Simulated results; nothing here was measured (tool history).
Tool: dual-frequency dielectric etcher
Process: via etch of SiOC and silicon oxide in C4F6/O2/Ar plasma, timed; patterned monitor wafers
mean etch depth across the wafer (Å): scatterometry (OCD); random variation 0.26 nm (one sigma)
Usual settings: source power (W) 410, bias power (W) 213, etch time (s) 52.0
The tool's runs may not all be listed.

| run | hour | source power (W) | bias power (W) | etch time (s) | read-back reference wafer on the same gauge, depth_nm | mean etch depth across the wafer (Å) |
|---|---|---|---|---|---|---|
| 1 | 0.0 | 480 | 228 | 52.0 | 83.9 | 747 |
| 2 | 27.2 | 480 | 228 | 52.0 | 83.9 | 738 |
| 3 | 40.8 | 410 | 213 | 52.0 | 84.0 | 682 |
| 4 | 51.1 | 410 | 213 | 52.0 | 84.0 | 682 |
| 5 | 64.3 | 410 | 195 | 40.5 | 84.0 | 511 |
| 6 | 78.8 | 410 | 213 | 52.0 | 83.8 | 679 |
| 7 | 86.6 | 410 | 213 | 52.0 | 84.0 | 681 |
| 8 | 100.6 | 410 | 213 | 52.0 | 84.2 | 678 |
| 9 | 115.8 | 380 | 240 | 52.0 | 84.0 | 687 |
| 10 | 121.7 | 470 | 213 | 52.0 | 83.9 | 717 |
| 11 | 150.3 | 470 | 213 | 52.0 | 84.1 | 746 |
| 12 | 150.6 | 470 | 213 | 52.0 | 84.0 | 748 |
| 13 | 154.2 | 410 | 213 | 52.0 | 84.1 | 710 |
| 14 | 201.9 | 480 | 245 | 43.0 | 84.0 | 655 |
| 15 | 209.8 | 480 | 228 | 52.0 | 84.1 | 771 |
| 16 | 220.0 | 410 | 249 | 52.0 | 84.0 | 750 |
| 17 | 230.9 | 410 | 263 | 52.0 | 84.2 | 762 |
| 18 | 245.5 | 460 | 231 | 61.0 | 83.8 | 892 |
| 19 | 259.6 | 410 | 162 | 59.5 | 84.0 | 735 |
| 20 | 276.9 | 410 | 193 | 60.0 | 83.9 | 789 |
| 21 | 289.8 | 410 | 241 | 65.0 | 84.0 | 926 |
| 22 | 327.2 | 330 | 213 | 60.5 | 84.2 | 758 |
| 23 | 338.9 | 410 | 213 | 52.0 | 84.1 | 707 |
| 24 | 347.2 | 410 | 252 | 44.5 | 83.8 | 640 |
| 25 | 354.6 | 480 | 213 | 45.0 | 84.0 | 648 |
| 26 | 372.5 | 410 | 213 | 52.0 | 83.9 | 696 |
| 27 | 386.1 | 370 | 213 | 38.0 | 84.0 | 495 |
| 28 | 398.2 | 480 | 239 | 52.0 | 84.1 | 772 |
| 29 | 410.3 | 410 | 213 | 52.0 | 84.1 | 698 |
| 30 | 427.0 | 490 | 213 | 52.0 | 83.8 | 749 |
| 31 | 443.6 | 480 | 213 | 52.0 | 84.0 | 741 |

Not shown: 5 entries that the log had between the listed runs. Between which runs, and how does the tool's hidden state differ before and after?
Between runs 8 and 9: bias power generator calibrated (hour 115.3)
  etch rate over this chamber's usual, %: -4.43 -> -4.53
  measured less the result without the state, mean etch depth across the wafer (Å): -31 -> -33
Between runs 10 and 11: wet clean of the chamber (hour 149.8)
  etch rate over this chamber's usual, %: -4.56 -> 0.161
  measured less the result without the state, mean etch depth across the wafer (Å): -35 -> +1
Between runs 12 and 13: gauge calibrated (hour 152.5)
  etch rate over this chamber's usual, %: 0.159 -> 0.137
  measured less the result without the state, mean etch depth across the wafer (Å): +1 -> +1
Between runs 13 and 14: upper electrode replaced (hour 191.8)
  etch rate over this chamber's usual, %: 0.137 -> -0.157
  measured less the result without the state, mean etch depth across the wafer (Å): +1 -> -1
Between runs 19 and 20: source power generator calibrated (hour 274.2)
  etch rate over this chamber's usual, %: -0.511 -> -0.618
  measured less the result without the state, mean etch depth across the wafer (Å): -4 -> -5

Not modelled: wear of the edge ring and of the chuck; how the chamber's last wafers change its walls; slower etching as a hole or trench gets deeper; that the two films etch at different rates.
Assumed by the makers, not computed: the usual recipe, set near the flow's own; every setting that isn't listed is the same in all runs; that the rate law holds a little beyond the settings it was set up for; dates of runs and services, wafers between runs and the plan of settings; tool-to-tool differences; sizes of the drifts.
